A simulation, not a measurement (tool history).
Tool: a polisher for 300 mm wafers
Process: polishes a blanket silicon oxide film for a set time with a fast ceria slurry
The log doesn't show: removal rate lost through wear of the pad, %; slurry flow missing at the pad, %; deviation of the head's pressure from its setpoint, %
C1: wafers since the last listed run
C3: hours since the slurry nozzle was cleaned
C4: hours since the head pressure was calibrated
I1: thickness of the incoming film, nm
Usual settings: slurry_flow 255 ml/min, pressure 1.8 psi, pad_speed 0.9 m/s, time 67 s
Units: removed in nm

Run 1, day 0: usual settings but time 78 s; C1 0; wafers polished on this pad 4720; C3 309.9; C4 793.6; I1 1777.2. Result: removed 632.1 nm.
Run 2, day 3.408: usual settings but time 78 s; C1 1262; wafers polished on this pad 5982; C3 391.7; C4 875.4; I1 1817.7. Result: removed 624.7 nm.
At day 4.575: worn pad replaced by a new one.
At day 4.583: head pressure recalibrated.
Run 3, day 7.462: usual settings; C1 1436; wafers polished on this pad 1065; C3 489; C4 69.1; I1 1776.2. Result: removed 564.7 nm.
Run 4, day 10.525: usual settings; C1 1134; wafers polished on this pad 2200; C3 562.5; C4 142.6; I1 1791.2. Result: removed 567.8 nm.
At day 10.725: slurry nozzle cleaned.
Run 5, day 18.958: usual settings; C1 3107; wafers polished on this pad 5308; C3 197.6; C4 345; I1 1771.7. Result: removed 573.8 nm.
At day 20.838: worn pad replaced by a new one.
Run 6, day 23.15: usual settings but pressure 1.5 psi; C1 1490; wafers polished on this pad 856; C3 298.2; C4 445.6; I1 1767.2. Result: removed 474.9 nm.
Run 7, day 26.708: usual settings; C1 1317; wafers polished on this pad 2174; C3 383.6; C4 531; I1 1818. Result: removed 569.4 nm.
Run 8, day 31.083: usual settings; C1 1620; wafers polished on this pad 3795; C3 488.6; C4 636; I1 1798.3. Result: removed 546 nm.
Run 9, day 34.675: usual settings; C1 1330; wafers polished on this pad 5125; C3 574.8; C4 722.2; I1 1769.1. Result: removed 540.4 nm.
At day 36.075: slurry nozzle cleaned.
At day 36.617: worn pad replaced by a new one.
Run 10, day 37: usual settings; C1 783; wafers polished on this pad 141; C3 22.2; C4 778; I1 1767.6. Result: removed 560.9 nm.
Run 11, day 39.246: usual settings; C1 831; wafers polished on this pad 973; C3 76.1; C4 831.9; I1 1790.1. Result: removed 548.4 nm.
Run 12, day 40.896: usual settings but slurry_flow 225 ml/min, pressure 1.3 psi, time 87 s; C1 611; wafers polished on this pad 1584; C3 115.7; C4 871.5; I1 1767.4. Result: removed 501.1 nm.
Run 13, day 43.212: usual settings but time 89 s; C1 858; wafers polished on this pad 2442; C3 171.3; C4 927.1; I1 1811.7. Result: removed 713.5 nm.
At day 44.246: head pressure recalibrated.
Run 14, day 47.042: usual settings but time 89 s; C1 1387; wafers polished on this pad 3829; C3 263.2; C4 67.1; I1 1822. Result: removed 763.5 nm.
Run 15, day 50.667: usual settings but pressure 2.2 psi, time 76 s; C1 1342; wafers polished on this pad 5172; C3 350.2; C4 154.1; I1 1791.9. Result: removed 798.8 nm.
Run 16, day 54.362: usual settings but time 85 s; C1 1368; wafers polished on this pad 6541; C3 438.9; C4 242.8; I1 1809.7. Result: removed 710.3 nm.
At day 56.733: worn pad replaced by a new one.
At day 58.954: slurry nozzle cleaned.
Run 17, day 64.183: usual settings but slurry_flow 210 ml/min, pressure 1.3 psi, pad_speed 0.7 m/s; C1 3560; wafers polished on this pad 2744; C3 125.5; C4 478.5; I1 1796.7. Result: removed 330.5 nm.
Run 18, day 73.3: usual settings but time 85 s; C1 3376; wafers polished on this pad 6120; C3 344.3; C4 697.3; I1 1796.1. Result: removed 692.9 nm.
At day 75.046: worn pad replaced by a new one.
Run 19, day 77.458: usual settings; C1 1478; wafers polished on this pad 892; C3 444.1; C4 797.1; I1 1763.8. Result: removed 541.3 nm.
Run 20, day 80.788: usual settings but pad_speed 0.68 m/s, time 60 s; C1 1232; wafers polished on this pad 2125; C3 524; C4 877; I1 1758.2. Result: removed 375.5 nm.
At day 81.633: slurry nozzle cleaned.
Run 21, day 82.292: usual settings but slurry_flow 340 ml/min, pressure 2.3 psi, pad_speed 1.14 m/s, time 85 s; C1 541; wafers polished on this pad 2667; C3 15.8; C4 913.1; I1 1769.6. Result: removed 1108.9 nm.
Run 22, day 85.317: usual settings; C1 1120; wafers polished on this pad 3787; C3 88.4; C4 985.7; I1 1811.2. Result: removed 530.7 nm.
At day 85.917: head pressure recalibrated.
Run 23, day 89.8: usual settings but pressure 2.2 psi, time 76 s; C1 1629; wafers polished on this pad 5417; C3 196; C4 93.2; I1 1776.3. Result: removed 816.1 nm.

Forecast each of these 5 alternatives for the next run:
Run A, day 89.817: usual settings; C1 6; wafers polished on this pad 5423; C3 196.4; C4 93.6; I1 1781.8. Result: removed ?.
Run B, day 89.817: usual settings but pad_speed 0.66 m/s, time 89 s; C1 6; wafers polished on this pad 5423; C3 196.4; C4 93.6; I1 1781.8. Result: removed ?.
Run C, day 89.817: usual settings but time 58 s; C1 6; wafers polished on this pad 5423; C3 196.4; C4 93.6; I1 1781.8. Result: removed ?.
Run D, day 89.817: usual settings but pressure 1.6 psi; C1 6; wafers polished on this pad 5423; C3 196.4; C4 93.6; I1 1781.8. Result: removed ?.
Run E, day 89.817: usual settings but slurry_flow 290 ml/min, pressure 2.2 psi, pad_speed 1.2 m/s, time 46 s; C1 6; wafers polished on this pad 5423; C3 196.4; C4 93.6; I1 1781.8. Result: removed ?.

run  removed
  A    583.2
  B    601.4
  C    504.9
  D    518.4
  E    632.6
Without the tool's hidden state the same runs would have given:
run  removed
  A    591.8
  B    610.2
  C    512.3
  D      526
  E    641.3
